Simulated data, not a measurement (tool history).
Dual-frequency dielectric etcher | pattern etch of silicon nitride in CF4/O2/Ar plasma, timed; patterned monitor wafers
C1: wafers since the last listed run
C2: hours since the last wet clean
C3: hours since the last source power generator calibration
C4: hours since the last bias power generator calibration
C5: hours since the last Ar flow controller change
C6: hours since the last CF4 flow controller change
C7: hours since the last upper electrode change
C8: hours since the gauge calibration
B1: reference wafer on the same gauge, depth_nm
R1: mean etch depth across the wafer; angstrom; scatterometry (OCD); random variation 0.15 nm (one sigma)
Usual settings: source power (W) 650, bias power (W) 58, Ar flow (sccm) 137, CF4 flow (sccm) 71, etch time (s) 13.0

Run 1, day 0.000: usual settings but source power (W) 510, CF4 flow (sccm) 80, etch time (s) 9.0; C1 0; C2 234.6; C3 3435.3; C4 5103.3; C5 317.2; C6 226.4; C7 234.1; C8 142.7; B1 26.69. Result: R1 191.4 angstrom.
Run 2, day 1.117: usual settings but source power (W) 590, bias power (W) 66, Ar flow (sccm) 149, CF4 flow (sccm) 60; C1 374; C2 261.4; C3 3462.1; C4 5130.1; C5 344.0; C6 253.2; C7 260.9; C8 169.5; B1 26.67. Result: R1 307.7 angstrom.
Run 3, day 1.638: usual settings but source power (W) 780; C1 174; C2 273.9; C3 3474.6; C4 5142.6; C5 356.5; C6 265.7; C7 273.4; C8 182.0; B1 26.69. Result: R1 359.0 angstrom.
Run 4, day 2.517: usual settings; C1 294; C2 295.0; C3 3495.7; C4 5163.7; C5 377.6; C6 286.8; C7 294.5; C8 203.1; B1 26.74. Result: R1 317.2 angstrom.
Run 5, day 3.562: usual settings but Ar flow (sccm) 104; C1 350; C2 320.1; C3 3520.8; C4 5188.8; C5 402.7; C6 311.9; C7 319.6; C8 228.2; B1 26.68. Result: R1 332.0 angstrom.
Run 6, day 4.442: usual settings but source power (W) 730, CF4 flow (sccm) 86; C1 294; C2 341.2; C3 3541.9; C4 5209.9; C5 423.8; C6 333.0; C7 340.7; C8 249.3; B1 26.66. Result: R1 349.8 angstrom.
At day 6.067: source power generator calibrated.
Run 7, day 6.088: usual settings; C1 495; C2 380.7; C3 0.5; C4 5249.4; C5 463.3; C6 372.5; C7 380.2; C8 288.8; B1 26.74. Result: R1 319.1 angstrom.
At day 6.900: bias power generator calibrated.
Run 8, day 7.317: usual settings but CF4 flow (sccm) 63; C1 355; C2 410.2; C3 30.0; C4 10.0; C5 492.8; C6 402.0; C7 409.7; C8 318.3; B1 26.70. Result: R1 314.0 angstrom.
Run 9, day 8.117: usual settings but CF4 flow (sccm) 58; C1 268; C2 429.4; C3 49.2; C4 29.2; C5 512.0; C6 421.2; C7 428.9; C8 337.5; B1 26.70. Result: R1 309.0 angstrom.
Run 10, day 9.267: usual settings but source power (W) 550, etch time (s) 15.5; C1 385; C2 457.0; C3 76.8; C4 56.8; C5 539.6; C6 448.8; C7 456.5; C8 365.1; B1 26.77. Result: R1 335.9 angstrom.
Run 11, day 10.333: usual settings but bias power (W) 52, Ar flow (sccm) 110, CF4 flow (sccm) 87, etch time (s) 10.5; C1 357; C2 482.6; C3 102.4; C4 82.4; C5 565.2; C6 474.4; C7 482.1; C8 390.7; B1 26.75. Result: R1 258.7 angstrom.
Run 12, day 11.633: usual settings but etch time (s) 12.0; C1 435; C2 513.8; C3 133.6; C4 113.6; C5 596.4; C6 505.6; C7 513.3; C8 421.9; B1 26.70. Result: R1 290.3 angstrom.
Run 13, day 12.467: usual settings but Ar flow (sccm) 118; C1 279; C2 533.8; C3 153.6; C4 133.6; C5 616.4; C6 525.6; C7 533.3; C8 441.9; B1 26.66. Result: R1 323.3 angstrom.
At day 14.133: wet clean of the chamber.
Run 14, day 14.154: usual settings but source power (W) 700; C1 230; C2 0.5; C3 194.1; C4 174.1; C5 656.9; C6 566.1; C7 573.8; C8 482.4; B1 26.71. Result: R1 340.7 angstrom.
Run 15, day 14.975: usual settings but source power (W) 710, Ar flow (sccm) 152; C1 274; C2 20.2; C3 213.8; C4 193.8; C5 676.6; C6 585.8; C7 593.5; C8 502.1; B1 26.68. Result: R1 337.0 angstrom.
Run 16, day 15.908: usual settings but Ar flow (sccm) 127, CF4 flow (sccm) 84; C1 312; C2 42.6; C3 236.2; C4 216.2; C5 699.0; C6 608.2; C7 615.9; C8 524.5; B1 26.65. Result: R1 332.3 angstrom.

The next listed run, before its measurement:
Run 17, day 16.708: usual settings but CF4 flow (sccm) 63; C1 268; C2 61.8; C3 255.4; C4 235.4; C5 718.2; C6 627.4; C7 635.1; C8 543.7; B1 ?. Result: R1 ?.

{"run 17": {"B1": 26.76, "R1": 321.2}}
Without the tool's hidden state the same run would have given R1 322.0 angstrom.

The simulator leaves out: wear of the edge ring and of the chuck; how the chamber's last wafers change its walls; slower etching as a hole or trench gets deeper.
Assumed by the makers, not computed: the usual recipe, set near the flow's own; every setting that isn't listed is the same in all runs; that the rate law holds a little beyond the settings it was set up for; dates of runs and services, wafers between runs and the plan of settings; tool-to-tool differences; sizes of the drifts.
